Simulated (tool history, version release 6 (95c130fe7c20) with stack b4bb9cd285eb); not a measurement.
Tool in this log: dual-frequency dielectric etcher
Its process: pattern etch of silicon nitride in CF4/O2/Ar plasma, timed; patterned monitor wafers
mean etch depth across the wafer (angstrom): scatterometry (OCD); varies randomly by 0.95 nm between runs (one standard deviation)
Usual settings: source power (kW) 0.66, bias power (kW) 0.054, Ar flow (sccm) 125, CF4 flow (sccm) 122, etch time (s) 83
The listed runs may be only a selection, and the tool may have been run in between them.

| run | hour | source power (kW) | bias power (kW) | Ar flow (sccm) | CF4 flow (sccm) | etch time (s) | read-back reference wafer on the same gauge, depth_nm | mean etch depth across the wafer (angstrom) |
|---|---|---|---|---|---|---|---|---|
| 1 | 0 | 0.66 | 0.054 | 125 | 122 | 83 | 202.1 | 1925 |
|  | 15.2 | CF4 flow controller replaced |
|  | 18.2 | bias power generator calibrated |
| 2 | 20.5 | 0.66 | 0.054 | 125 | 122 | 83 | 202 | 1931 |
| 3 | 48.7 | 0.66 | 0.054 | 125 | 122 | 83 | 201.9 | 1939 |
| 4 | 71.1 | 0.66 | 0.054 | 125 | 122 | 83 | 202.3 | 1926 |
| 5 | 97.2 | 0.66 | 0.054 | 125 | 122 | 76 | 202.1 | 1747 |
| 6 | 121.7 | 0.66 | 0.054 | 125 | 122 | 83 | 201.5 | 1931 |
|  | 151 | upper electrode replaced |
|  | 155.6 | gauge calibrated |
|  | 160.7 | wet clean of the chamber, repeated, since the last time left the tool worse |
| 7 | 161.2 | 0.66 | 0.054 | 125 | 122 | 83 | 202.2 | 2044 |
| 8 | 171.9 | 0.66 | 0.058 | 94 | 122 | 83 | 202.2 | 2182 |
| 9 | 184.4 | 0.66 | 0.054 | 125 | 122 | 83 | 201.8 | 2061 |
| 10 | 197.7 | 0.76 | 0.054 | 142 | 122 | 83 | 202 | 2296 |
|  | 203.1 | source power generator calibrated |
| 11 | 221.7 | 0.54 | 0.054 | 125 | 143 | 97.5 | 202.3 | 2054 |
| 12 | 237.3 | 0.66 | 0.066 | 125 | 122 | 83 | 202 | 2195 |
| 13 | 258.1 | 0.66 | 0.054 | 125 | 122 | 83 | 202.1 | 2044 |
| 14 | 292.5 | 0.66 | 0.06 | 125 | 122 | 83 | 202.3 | 2127 |
| 15 | 321.3 | 0.74 | 0.054 | 125 | 122 | 83 | 202.2 | 2258 |

For run 16, what comes out?
| 16 | 343 | 0.75 | 0.044 | 112 | 122 | 94.5 | ? | ? |

{"run 16": {"read-back reference wafer on the same gauge, depth_nm": 202.1, "mean etch depth across the wafer (angstrom)": 2454}}
On a tool with no hidden condition, and with the same random variation, this run would have come out at mean etch depth across the wafer (angstrom) 2477.

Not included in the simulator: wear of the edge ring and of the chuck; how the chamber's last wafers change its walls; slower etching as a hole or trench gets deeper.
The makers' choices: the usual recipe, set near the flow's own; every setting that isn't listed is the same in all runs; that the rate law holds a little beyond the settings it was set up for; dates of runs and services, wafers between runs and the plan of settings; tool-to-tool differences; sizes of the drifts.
